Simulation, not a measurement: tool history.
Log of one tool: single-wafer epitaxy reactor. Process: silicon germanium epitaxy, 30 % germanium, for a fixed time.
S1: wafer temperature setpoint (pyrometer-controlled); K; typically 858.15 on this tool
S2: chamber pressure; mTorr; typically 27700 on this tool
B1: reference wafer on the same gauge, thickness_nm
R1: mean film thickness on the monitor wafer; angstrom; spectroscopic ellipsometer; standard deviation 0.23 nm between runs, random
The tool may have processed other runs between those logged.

run	hour	S1	S2	B1	R1
1	0.0	858.15	27700	60.914	552.96
2	21.2	858.15	27700	60.899	551.07
3	35.5	858.15	27700	60.907	551.51
4	64.6	858.15	27700	60.866	554.29
5	124.4	858.15	27700	60.893	551.30
6	150.2	863.15	27700	60.836	612.39
7	170.6	858.15	27700	60.869	553.57
8	186.4	858.15	27700	60.941	561.44
# hour 186.8: gauge calibrated
9	216.5	858.15	33100	60.942	600.49
# hour 227.1: showerhead replaced
10	230.3	858.15	33100	60.912	602.95
# hour 238.6: pyrometer calibrated
11	255.6	858.15	32000	60.804	597.56
12	272.8	848.15	27700	60.958	464.28
13	301.0	851.15	27700	60.951	496.04
14	331.5	858.15	27700	60.919	555.54
15	366.9	862.15	30400	60.857	629.52

What does the tool deliver on the next run?
16	382.8	858.15	27700	?	?

Run 16 measured B1 60.874, R1 560.90 angstrom.
With the hidden condition absent and the run-to-run variation left alone, this run would have shown R1 538.11 angstrom.
